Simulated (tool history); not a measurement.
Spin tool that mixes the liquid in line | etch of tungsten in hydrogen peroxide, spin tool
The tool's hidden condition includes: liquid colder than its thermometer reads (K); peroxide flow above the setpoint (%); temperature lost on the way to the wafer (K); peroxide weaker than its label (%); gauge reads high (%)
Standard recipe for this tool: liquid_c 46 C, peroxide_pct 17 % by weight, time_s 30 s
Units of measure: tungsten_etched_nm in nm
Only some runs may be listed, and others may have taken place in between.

run,hour,liquid_c,peroxide_pct,time_s,wafers since the last listed run,hours since the thermometer was replaced,hours since the peroxide flow meter was replaced,hours since the heated supply line was repaired,hours since the drum of peroxide was connected,hours since the gauge calibration,"read-back film thickness of the tungsten reference wafer, read on the same gauge (nm)",tungsten_etched_nm
1,0,51,17,30,0,1801,107.1,1675.1,495.3,774.4,89.97,80.71
2,62.7,51,17,30,606,1863.7,169.8,1737.8,558,837.1,89.97,80.6
3,274.9,51,17,30,2051,2075.9,382,1950,770.2,1049.3,90,81.53
# hour 283.3: gauge calibrated
4,325.6,46,17,30,490,2126.6,432.7,2000.7,820.9,42.3,90.02,59.41
# hour 346.6: thermometer replaced
5,371.7,46,17,30,435,25.1,478.8,2046.8,867,88.4,90,58.81
6,423.3,46,17,45,498,76.7,530.4,2098.4,918.6,140,90.04,87.5
# hour 444.1: heated supply line repaired
7,493.1,50,17,30,665,146.5,600.2,49,988.4,209.8,90.02,79.07
# hour 537.4: new drum of peroxide connected
8,572.1,50,17,30,753,225.5,679.2,128,34.7,288.8,90,79.08
9,640.7,50,17,30,663,294.1,747.8,196.6,103.3,357.4,90.02,79.49
10,690.2,52,21,30,478,343.6,797.3,246.1,152.8,406.9,90.02,97.41
# hour 736: peroxide flow meter replaced
11,742.7,41,22,45,497,396.1,6.7,298.6,205.3,459.4,89.99,76.44
12,812.1,46,12.5,45,670,465.5,76.1,368,274.7,528.8,90.02,77.75
13,842.4,37,17,30,292,495.8,106.4,398.3,305,559.1,89.99,34.19
14,886.9,40,13,30,430,540.3,150.9,442.8,349.5,603.6,89.98,36.77
15,932.8,46,13.5,45,443,586.2,196.8,488.7,395.4,649.5,90.03,81.4
16,1037.1,46,17,35,1008,690.5,301.1,593,499.7,753.8,89.96,71.68
17,1065.7,42.5,20,45,276,719.1,329.7,621.6,528.3,782.4,89.98,78.83
18,1123.5,46,17,30,558,776.9,387.5,679.4,586.1,840.2,89.98,61.26
19,1173.9,46,17,30,487,827.3,437.9,729.8,636.5,890.6,90.06,60.52
20,1198.4,51,17,30,236,851.8,462.4,754.3,661,915.1,90,81.84
21,1246.6,46,17,30,465,900,510.6,802.5,709.2,963.3,89.95,60.97
# hour 1266.6: gauge calibrated
22,1281.4,56,12.5,30,336,934.8,545.4,837.3,744,14.8,89.99,93.89
23,1316.5,46,20.5,30,339,969.9,580.5,872.4,779.1,49.9,90.01,66.14
24,1357,39.5,17,30,391,1010.4,621,912.9,819.6,90.4,90.05,39.44
25,1382.6,46,17,30,247,1036,646.6,938.5,845.2,116,89.99,59.8

Measured result minus the same run's result without the hidden state. Both carry the same run-to-run variation, though not necessarily the same gauge scatter:
run,tungsten_etched_nm
1,-2.8
2,-2.9
3,-3.29
4,-2.52
5,-2.56
6,-3.93
7,-0.24
8,-0.38
9,-0.49
10,-0.71
11,-0.64
12,-0.74
13,-0.37
14,-0.43
15,-0.97
16,-1.05
17,-1.22
18,-0.97
19,-1.03
20,-1.4
21,-1.12
22,-1.67
23,-1.3
24,-0.86
25,-1.29
